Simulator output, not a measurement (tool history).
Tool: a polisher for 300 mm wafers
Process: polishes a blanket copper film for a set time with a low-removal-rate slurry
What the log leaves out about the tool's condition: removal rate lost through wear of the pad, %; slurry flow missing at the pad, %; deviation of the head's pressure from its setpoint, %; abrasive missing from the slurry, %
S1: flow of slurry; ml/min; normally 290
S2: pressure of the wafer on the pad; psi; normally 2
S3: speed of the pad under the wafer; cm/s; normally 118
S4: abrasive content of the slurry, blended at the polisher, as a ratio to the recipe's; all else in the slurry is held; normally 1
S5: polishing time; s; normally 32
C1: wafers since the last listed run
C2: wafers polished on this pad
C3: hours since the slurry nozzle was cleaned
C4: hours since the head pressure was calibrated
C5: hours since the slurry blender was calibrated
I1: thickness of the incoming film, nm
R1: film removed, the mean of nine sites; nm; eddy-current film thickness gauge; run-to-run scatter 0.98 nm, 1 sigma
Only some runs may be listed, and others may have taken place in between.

run,day,S1,S2,S3,S4,S5,C1,C2,C3,C4,C5,I1,R1
1,0,290,2,118,1,32,0,2289,130.4,582.9,81.5,688.4,72.4
# day 0.267: worn pad replaced by a new one
2,2.162,290,2,118,1,32,490,465,182.3,634.8,133.4,683.2,71.2
3,3.529,290,2,118,1,32,335,801,215.1,667.6,166.2,683.7,70.3
4,5.971,290,2,118,1,32,599,1400,273.7,726.2,224.8,669.4,69.7
# day 6.192: slurry blender recalibrated
5,6.979,290,2,118,1,32,227,1627,297.9,750.4,18.9,687.5,69.8
# day 8.721: worn pad replaced by a new one
6,8.971,290,2,118,1,32,448,61,345.7,798.2,66.7,688.7,69
7,10.433,290,2,118,1,32,359,420,380.8,833.3,101.8,672.8,69.2
8,12.512,290,2.3,134,1,32,510,931,430.7,883.2,151.7,675.6,84.6
9,13.738,290,2,118,0.8,32,300,1231,460.1,912.6,181.1,687.5,65.9
# day 15.625: slurry blender recalibrated
10,15.642,290,2,118,0.8,32,447,1678,505.8,958.3,0.4,675.7,65.7
11,17.112,250,2,118,1,32,361,2040,541.1,993.6,35.7,676.7,66.4
# day 18.15: worn pad replaced by a new one
12,18.867,290,2.5,118,1,32,389,175,583.2,1035.7,77.8,683.4,73.9
# day 19.583: slurry nozzle cleaned
13,20.238,365,2,118,1,32,326,502,15.7,1068.6,110.7,679.8,73.6
14,22.504,290,2,118,0.85,27,556,1058,70.1,1123,165.1,678.4,58.8
# day 23.446: slurry blender recalibrated
# day 25.388: worn pad replaced by a new one
15,28.021,290,1.5,118,1.15,32,1293,646,202.5,1255.4,109.8,676.4,61.1
16,29.962,290,1.5,136,1.15,36,476,1123,249.1,1302,156.4,676.2,79.1
# day 31.792: slurry blender recalibrated
# day 33.338: head pressure recalibrated
# day 34.725: worn pad replaced by a new one
17,35.346,250,2,138,0.8,22,1240,152,378.3,48.2,85.3,680.2,52.5
18,37.233,290,2,118,1.2,28,463,615,423.6,93.5,130.6,674.9,61.5
19,38.488,290,1.8,118,1,32,307,923,453.7,123.6,160.7,673.7,64.8
20,40.112,290,2,118,1,32,399,1322,492.7,162.6,199.7,676.7,68.8
# day 41.462: slurry blender recalibrated
21,42.421,290,2,118,1,32,546,1869,548.1,218,23,684.8,68.3

Forecast each of these 4 alternatives for the next run:
A,42.438,320,2,118,1,32,4,1873,548.5,218.4,23.4,677.6,?
B,42.438,290,2,140,1,26,4,1873,548.5,218.4,23.4,677.6,?
C,42.438,290,2,118,1,42,4,1873,548.5,218.4,23.4,677.6,?
D,42.438,290,2,84,1,32,4,1873,548.5,218.4,23.4,677.6,?

run,R1
A,68
B,64.7
C,88.1
D,47.8
Take away the tool's hidden state, keep each run's random variation, and the runs would have read:
run,R1
A,70.9
B,67.8
C,92.3
D,50
